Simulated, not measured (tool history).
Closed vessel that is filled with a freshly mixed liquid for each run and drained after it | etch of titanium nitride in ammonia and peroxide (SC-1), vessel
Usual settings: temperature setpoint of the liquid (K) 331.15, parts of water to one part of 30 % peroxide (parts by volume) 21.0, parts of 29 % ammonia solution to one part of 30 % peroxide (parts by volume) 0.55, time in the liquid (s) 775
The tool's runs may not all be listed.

run	hour	temperature setpoint of the liquid (K)	parts of water to one part of 30 % peroxide (parts by volume)	parts of 29 % ammonia solution to one part of 30 % peroxide (parts by volume)	time in the liquid (s)	read-back film thickness of the titanium nitride reference wafer, read on the same gauge (nm)	thickness taken off the titanium nitride on a monitor wafer (angstrom)
1	0.0	331.15	14.0	0.55	775	140.05	654.0
2	44.5	331.15	14.0	0.55	775	140.00	651.1
3	90.5	331.15	14.0	0.55	775	139.98	651.4
4	128.2	331.15	21.0	0.55	775	139.98	522.5
5	204.4	331.15	21.0	0.55	775	140.05	519.1
6	279.3	331.15	21.0	0.35	775	140.03	477.0
7	343.3	331.15	21.0	0.35	775	140.00	477.0
# hour 399.1: new drum of ammonia solution connected
8	428.0	331.15	21.0	0.55	775	139.96	526.4
9	478.4	331.15	21.0	0.55	775	140.03	526.8
10	584.7	331.15	21.0	0.55	775	140.00	526.1
# hour 601.1: thermometer replaced
11	667.2	331.15	21.0	0.55	775	139.97	523.3
12	756.2	331.15	21.0	0.55	775	140.01	526.5
13	792.8	331.15	27.0	0.55	775	140.01	455.8
# hour 829.5: gauge calibrated
# hour 870.1: new drum of ammonia solution connected
14	870.6	331.15	21.0	0.55	775	140.04	528.0
# hour 901.6: ammonia flow meter replaced
15	967.0	339.65	21.0	0.45	515	140.07	577.4
16	1064.9	331.15	11.0	0.30	775	140.01	655.0
17	1121.7	331.15	21.0	0.35	775	139.99	474.1
18	1224.5	331.15	26.0	0.75	1010	140.00	629.8
19	1327.2	339.65	16.0	0.65	1225	140.00	1679.4
# hour 1369.7: new drum of ammonia solution connected
20	1373.1	331.15	21.0	0.55	775	140.01	523.3
21	1409.3	328.15	26.5	0.75	525	140.02	271.0
22	1469.8	331.15	21.0	0.55	775	139.99	524.4
23	1569.2	336.65	17.5	0.75	555	139.97	627.3
24	1640.0	321.15	21.0	0.45	775	139.95	252.2
25	1686.9	331.15	21.0	0.55	775	140.02	516.7

4 ways to go on from here, each from the tool as it stands after run 25. What would each give?
A	1687.8	331.15	21.0	0.55	775	?	?
B	1687.8	323.65	21.0	0.75	775	?	?
C	1687.8	331.15	21.0	0.55	555	?	?
D	1687.8	335.15	21.0	0.30	775	?	?

run	read-back film thickness of the titanium nitride reference wafer, read on the same gauge (nm)	thickness taken off the titanium nitride on a monitor wafer (angstrom)
A	139.96	518.5
B	139.96	329.8
C	139.96	371.3
D	139.96	600.9
Without the tool's hidden state the same runs would have given:
run	thickness taken off the titanium nitride on a monitor wafer (angstrom)
A	520.4
B	331.0
C	372.7
D	603.3
